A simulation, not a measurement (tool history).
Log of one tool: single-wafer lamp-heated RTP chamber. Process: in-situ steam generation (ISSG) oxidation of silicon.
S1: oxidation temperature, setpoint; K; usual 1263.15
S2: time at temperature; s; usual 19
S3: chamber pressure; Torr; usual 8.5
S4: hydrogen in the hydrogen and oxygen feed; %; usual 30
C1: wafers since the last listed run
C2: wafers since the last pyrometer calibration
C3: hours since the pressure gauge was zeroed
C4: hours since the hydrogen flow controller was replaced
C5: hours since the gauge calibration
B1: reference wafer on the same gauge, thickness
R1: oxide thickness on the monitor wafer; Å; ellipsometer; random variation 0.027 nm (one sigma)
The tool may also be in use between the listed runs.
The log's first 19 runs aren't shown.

{"run": 20, "hour": 865.6, "S1": 1243.15, "S2": 21, "S3": 8.5, "S4": 30, "C1": 427, "C2": 4436, "C3": 161.8, "C4": 5610.8, "C5": 246.4, "B1": 4.392, "R1": 53.22}
{"hour": 874.5, "done": "pyrometer window cleaned and pyrometer calibrated"}
{"run": 21, "hour": 909.0, "S1": 1263.15, "S2": 19, "S3": 7.7, "S4": 30, "C1": 287, "C2": 279, "C3": 205.2, "C4": 5654.2, "C5": 289.8, "B1": 4.387, "R1": 53.96}
{"run": 22, "hour": 980.4, "S1": 1263.15, "S2": 19, "S3": 8.5, "S4": 30, "C1": 579, "C2": 858, "C3": 276.6, "C4": 5725.6, "C5": 361.2, "B1": 4.392, "R1": 53.76}
{"hour": 991.2, "done": "hydrogen flow controller replaced"}
{"run": 23, "hour": 1023.1, "S1": 1263.15, "S2": 22, "S3": 9.7, "S4": 30, "C1": 281, "C2": 1140, "C3": 319.3, "C4": 31.9, "C5": 403.9, "B1": 4.392, "R1": 57.08}
{"run": 24, "hour": 1067.2, "S1": 1263.15, "S2": 25, "S3": 9.8, "S4": 32, "C1": 357, "C2": 1497, "C3": 363.4, "C4": 76.0, "C5": 448.0, "B1": 4.39, "R1": 60.95}
{"run": 25, "hour": 1113.6, "S1": 1263.15, "S2": 22, "S3": 8.9, "S4": 23, "C1": 376, "C2": 1874, "C3": 409.8, "C4": 122.4, "C5": 494.4, "B1": 4.389, "R1": 54.57}
{"run": 26, "hour": 1158.3, "S1": 1276.15, "S2": 16, "S3": 8.5, "S4": 30, "C1": 362, "C2": 2236, "C3": 454.5, "C4": 167.1, "C5": 539.1, "B1": 4.39, "R1": 53.84}
{"run": 27, "hour": 1300.0, "S1": 1263.15, "S2": 19, "S3": 8.5, "S4": 30, "C1": 1149, "C2": 3385, "C3": 596.2, "C4": 308.8, "C5": 680.8, "B1": 4.394, "R1": 55.21}
{"run": 28, "hour": 1356.5, "S1": 1263.15, "S2": 19, "S3": 8.5, "S4": 30, "C1": 458, "C2": 3844, "C3": 652.7, "C4": 365.3, "C5": 737.3, "B1": 4.388, "R1": 54.99}
{"run": 29, "hour": 1422.3, "S1": 1253.15, "S2": 19, "S3": 9.6, "S4": 30, "C1": 533, "C2": 4377, "C3": 718.5, "C4": 431.1, "C5": 803.1, "B1": 4.387, "R1": 52.13}
{"run": 30, "hour": 1500.2, "S1": 1263.15, "S2": 19, "S3": 8.5, "S4": 32, "C1": 631, "C2": 5009, "C3": 796.4, "C4": 509.0, "C5": 881.0, "B1": 4.391, "R1": 56.19}

Forecast each of these 5 alternatives for the next run:
{"run": "A", "hour": 1500.6, "S1": 1263.15, "S2": 19, "S3": 8.5, "S4": 30, "C1": 3, "C2": 5012, "C3": 796.8, "C4": 509.4, "C5": 881.4, "B1": "?", "R1": "?"}
{"run": "B", "hour": 1500.6, "S1": 1263.15, "S2": 26, "S3": 7.6, "S4": 20, "C1": 3, "C2": 5012, "C3": 796.8, "C4": 509.4, "C5": 881.4, "B1": "?", "R1": "?"}
{"run": "C", "hour": 1500.6, "S1": 1263.15, "S2": 21, "S3": 8.5, "S4": 30, "C1": 3, "C2": 5012, "C3": 796.8, "C4": 509.4, "C5": 881.4, "B1": "?", "R1": "?"}
{"run": "D", "hour": 1500.6, "S1": 1257.15, "S2": 17, "S3": 8.5, "S4": 30, "C1": 3, "C2": 5012, "C3": 796.8, "C4": 509.4, "C5": 881.4, "B1": "?", "R1": "?"}
{"run": "E", "hour": 1500.6, "S1": 1273.15, "S2": 19, "S3": 7.5, "S4": 30, "C1": 3, "C2": 5012, "C3": 796.8, "C4": 509.4, "C5": 881.4, "B1": "?", "R1": "?"}

run=A B1=4.387 R1=55.48
run=B B1=4.387 R1=58.46
run=C B1=4.387 R1=58.04
run=D B1=4.387 R1=51.61
run=E B1=4.387 R1=58.28
Without the tool's hidden state the same runs would have given:
run=A R1=53.32
run=B R1=56.00
run=C R1=55.72
run=D R1=49.74
run=E R1=55.87
